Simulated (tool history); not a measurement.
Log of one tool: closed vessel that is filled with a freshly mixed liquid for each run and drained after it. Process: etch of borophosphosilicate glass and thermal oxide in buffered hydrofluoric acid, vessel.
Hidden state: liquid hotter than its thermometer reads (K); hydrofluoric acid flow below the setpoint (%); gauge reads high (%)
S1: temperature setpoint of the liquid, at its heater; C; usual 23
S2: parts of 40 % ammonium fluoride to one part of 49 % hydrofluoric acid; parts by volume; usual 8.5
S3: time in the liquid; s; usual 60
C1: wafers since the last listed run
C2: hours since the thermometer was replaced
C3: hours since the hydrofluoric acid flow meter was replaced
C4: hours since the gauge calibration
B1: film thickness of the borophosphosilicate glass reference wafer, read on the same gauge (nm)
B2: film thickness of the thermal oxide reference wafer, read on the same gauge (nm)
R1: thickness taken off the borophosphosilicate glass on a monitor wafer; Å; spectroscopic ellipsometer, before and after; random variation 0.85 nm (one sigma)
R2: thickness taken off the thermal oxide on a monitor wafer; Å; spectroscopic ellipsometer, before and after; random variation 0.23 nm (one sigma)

Run 1, day 0: usual settings; C1 0; C2 2303.4; C3 181.1; C4 567.8; B1 70.02; B2 60.02. Result: R1 1629.7 Å, R2 738.3 Å.
Run 2, day 1.967: usual settings; C1 3353; C2 2350.6; C3 228.3; C4 615; B1 70.05; B2 59.97. Result: R1 1630 Å, R2 735.9 Å.
Run 3, day 6.296: usual settings but S1 24.5 C, S2 10.5 parts by volume; C1 7380; C2 2454.5; C3 332.2; C4 718.9; B1 70.01; B2 59.95. Result: R1 1491.1 Å, R2 673.7 Å.
Run 4, day 10.717: usual settings but S1 24.5 C, S2 10.5 parts by volume; C1 7537; C2 2560.6; C3 438.3; C4 825; B1 70; B2 59.96. Result: R1 1505.1 Å, R2 674.5 Å.
Run 5, day 12.558: usual settings but S3 45 s; C1 3139; C2 2604.8; C3 482.5; C4 869.2; B1 70.03; B2 60.02. Result: R1 1238.9 Å, R2 554.9 Å.
Run 6, day 15.696: usual settings but S3 85 s; C1 5349; C2 2680.1; C3 557.8; C4 944.5; B1 70; B2 59.99. Result: R1 2353 Å, R2 1056.5 Å.
At day 19.862: thermometer replaced.
Run 7, day 19.904: usual settings but S3 85 s; C1 7103; C2 1; C3 658.8; C4 1045.5; B1 69.97; B2 60. Result: R1 2533 Å, R2 1143.2 Å.
At day 21.162: hydrofluoric acid flow meter replaced.
Run 8, day 22.546: usual settings but S2 11 parts by volume, S3 35 s; C1 4432; C2 64.4; C3 33.2; C4 1108.9; B1 69.98; B2 60.05. Result: R1 838.2 Å, R2 377.4 Å.
Run 9, day 25.404: usual settings; C1 4873; C2 133; C3 101.8; C4 1177.5; B1 70.01; B2 60. Result: R1 1791.9 Å, R2 803.9 Å.
Run 10, day 27.921: usual settings but S2 10 parts by volume; C1 4290; C2 193.4; C3 162.2; C4 1237.9; B1 69.98; B2 59.96. Result: R1 1580 Å, R2 716.2 Å.
Run 11, day 29.429: usual settings but S2 6 parts by volume, S3 80 s; C1 2571; C2 229.6; C3 198.4; C4 1274.1; B1 70; B2 60.01. Result: R1 3397.4 Å, R2 1518.7 Å.
Run 12, day 31.7: usual settings but S3 85 s; C1 3871; C2 284.1; C3 252.9; C4 1328.6; B1 70.01; B2 60. Result: R1 2552 Å, R2 1147.6 Å.
At day 32.529: thermometer replaced, repeated, since the last time left the tool worse.
Run 13, day 33.404: usual settings; C1 2834; C2 21; C3 293.8; C4 1369.5; B1 69.99; B2 60.07. Result: R1 1513.2 Å, R2 679.4 Å.
At day 34.425: gauge calibrated.
Run 14, day 35.496: usual settings but S3 35 s; C1 3566; C2 71.2; C3 344; C4 25.7; B1 69.99; B2 60. Result: R1 878.4 Å, R2 396.2 Å.
Run 15, day 39.196: usual settings but S1 21.5 C, S2 6 parts by volume, S3 70 s; C1 6308; C2 160; C3 432.8; C4 114.5; B1 70.02; B2 59.99. Result: R1 2291.1 Å, R2 1030.7 Å.
Run 16, day 43.629: usual settings but S1 28 C; C1 7558; C2 266.4; C3 539.2; C4 220.9; B1 70.04; B2 60. Result: R1 1992.8 Å, R2 897 Å.
At day 47.446: hydrofluoric acid flow meter replaced.
Run 17, day 47.658: usual settings but S1 25 C, S2 6 parts by volume, S3 90 s; C1 6798; C2 363.1; C3 5.1; C4 317.6; B1 70; B2 59.97. Result: R1 3645.5 Å, R2 1616.5 Å.
Run 18, day 52.129: usual settings; C1 7622; C2 470.4; C3 112.4; C4 424.9; B1 69.97; B2 59.99. Result: R1 1540.9 Å, R2 689.5 Å.
Run 19, day 54.438: usual settings but S1 26.5 C, S2 6 parts by volume; C1 3935; C2 525.8; C3 167.8; C4 480.3; B1 70.02; B2 60.04. Result: R1 2640.4 Å, R2 1173.2 Å.
Run 20, day 55.988: usual settings but S1 21.5 C, S3 45 s; C1 2642; C2 563; C3 205; C4 517.5; B1 69.98; B2 59.99. Result: R1 1060.1 Å, R2 478.9 Å.
Run 21, day 59.658: usual settings but S1 24.5 C; C1 6258; C2 651.1; C3 293.1; C4 605.6; B1 70; B2 59.95. Result: R1 1675.8 Å, R2 756.9 Å.
Run 22, day 63.204: usual settings but S1 18.5 C, S2 7 parts by volume; C1 6045; C2 736.2; C3 378.2; C4 690.7; B1 70.02; B2 60.03. Result: R1 1499.2 Å, R2 672.1 Å.
Run 23, day 66.238: usual settings; C1 5171; C2 809; C3 451; C4 763.5; B1 69.99; B2 60.01. Result: R1 1566.2 Å, R2 700.9 Å.
Run 24, day 69.379: usual settings; C1 5356; C2 884.4; C3 526.4; C4 838.9; B1 70.03; B2 59.96. Result: R1 1563.6 Å, R2 698.4 Å.

5 ways to go on from here, each from the tool as it stands after run 24. What would each give?
Run A, day 69.408: usual settings but S2 5 parts by volume; C1 49; C2 885.1; C3 527.1; C4 839.6; B1 ?; B2 ?. Result: R1 ?, R2 ?.
Run B, day 69.408: usual settings but S1 25 C; C1 49; C2 885.1; C3 527.1; C4 839.6; B1 ?; B2 ?. Result: R1 ?, R2 ?.
Run C, day 69.408: usual settings but S1 24.5 C, S2 9.5 parts by volume, S3 40 s; C1 49; C2 885.1; C3 527.1; C4 839.6; B1 ?; B2 ?. Result: R1 ?, R2 ?.
Run D, day 69.408: usual settings but S1 20 C, S2 6.5 parts by volume, S3 30 s; C1 49; C2 885.1; C3 527.1; C4 839.6; B1 ?; B2 ?. Result: R1 ?, R2 ?.
Run E, day 69.408: usual settings but S1 21.5 C, S2 10.5 parts by volume, S3 80 s; C1 49; C2 885.1; C3 527.1; C4 839.6; B1 ?; B2 ?. Result: R1 ?, R2 ?.

run     B1     B2      R1      R2
  A  70.02  59.97  2606.7  1147.4
  B  70.02  59.97    1746   777.5
  C  70.02  59.97  1028.5   458.3
  D  70.02  59.97   879.8   388.8
  E  70.02  59.97  1613.7   718.3
Without the tool's hidden state the same runs would have given:
run      R1      R2
  A    2535  1115.3
  B  1698.2     756
  C  1000.3   445.6
  D     855   377.7
  E  1568.4   697.9
